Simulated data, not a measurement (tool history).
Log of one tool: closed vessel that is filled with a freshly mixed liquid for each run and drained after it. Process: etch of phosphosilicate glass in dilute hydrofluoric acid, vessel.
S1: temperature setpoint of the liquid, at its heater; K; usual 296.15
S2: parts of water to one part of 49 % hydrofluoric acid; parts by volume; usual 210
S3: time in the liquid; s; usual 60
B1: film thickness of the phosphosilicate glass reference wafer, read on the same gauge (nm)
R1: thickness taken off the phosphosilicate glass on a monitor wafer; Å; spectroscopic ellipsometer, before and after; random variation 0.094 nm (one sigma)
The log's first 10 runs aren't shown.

run,day,S1,S2,S3,B1,R1
11,19.496,296.15,210,60,50.04,238.1
12,22.096,296.15,210,60,50.01,238.1
# day 22.621: thermometer replaced
13,23.121,296.15,210,60,50.03,229.8
14,24.233,296.15,210,60,50.00,229.5
15,26.367,296.15,210,60,49.99,230.5
16,27.767,294.65,135,75,50.00,458.4
17,29.371,296.15,295,60,50.02,150.2
18,31.721,291.15,145,60,50.03,294.4
19,34.183,296.15,135,60,49.99,389.0
20,36.071,293.15,210,60,50.03,205.9
# day 36.142: hydrofluoric acid flow meter replaced
21,37.862,300.15,270,60,50.03,195.3
22,39.446,296.15,210,60,50.02,230.9
23,42.121,296.15,210,60,49.98,230.0
# day 43.671: gauge calibrated
24,43.725,296.15,210,60,50.00,231.9
25,46.300,296.15,210,60,50.00,232.1
26,48.367,296.15,210,60,50.04,232.5
27,50.717,296.15,210,60,50.01,232.7
28,53.075,293.15,145,45,49.97,238.0
29,54.629,296.15,210,60,50.02,233.0
30,57.179,296.15,170,40,49.99,198.9
31,58.596,296.15,210,35,50.04,136.4
32,59.967,296.15,285,95,50.00,252.0

Forecast each of these 4 alternatives for the next run:
A,59.996,296.15,210,70,?,?
B,59.996,292.65,125,60,?,?
C,59.996,298.65,155,35,?,?
D,59.996,296.15,260,60,?,?

run,B1,R1
A,50.00,272.0
B,50.00,374.2
C,50.00,215.0
D,50.00,178.9
Without the tool's hidden state the same runs would have given:
run,R1
A,268.8
B,369.4
C,212.4
D,176.9
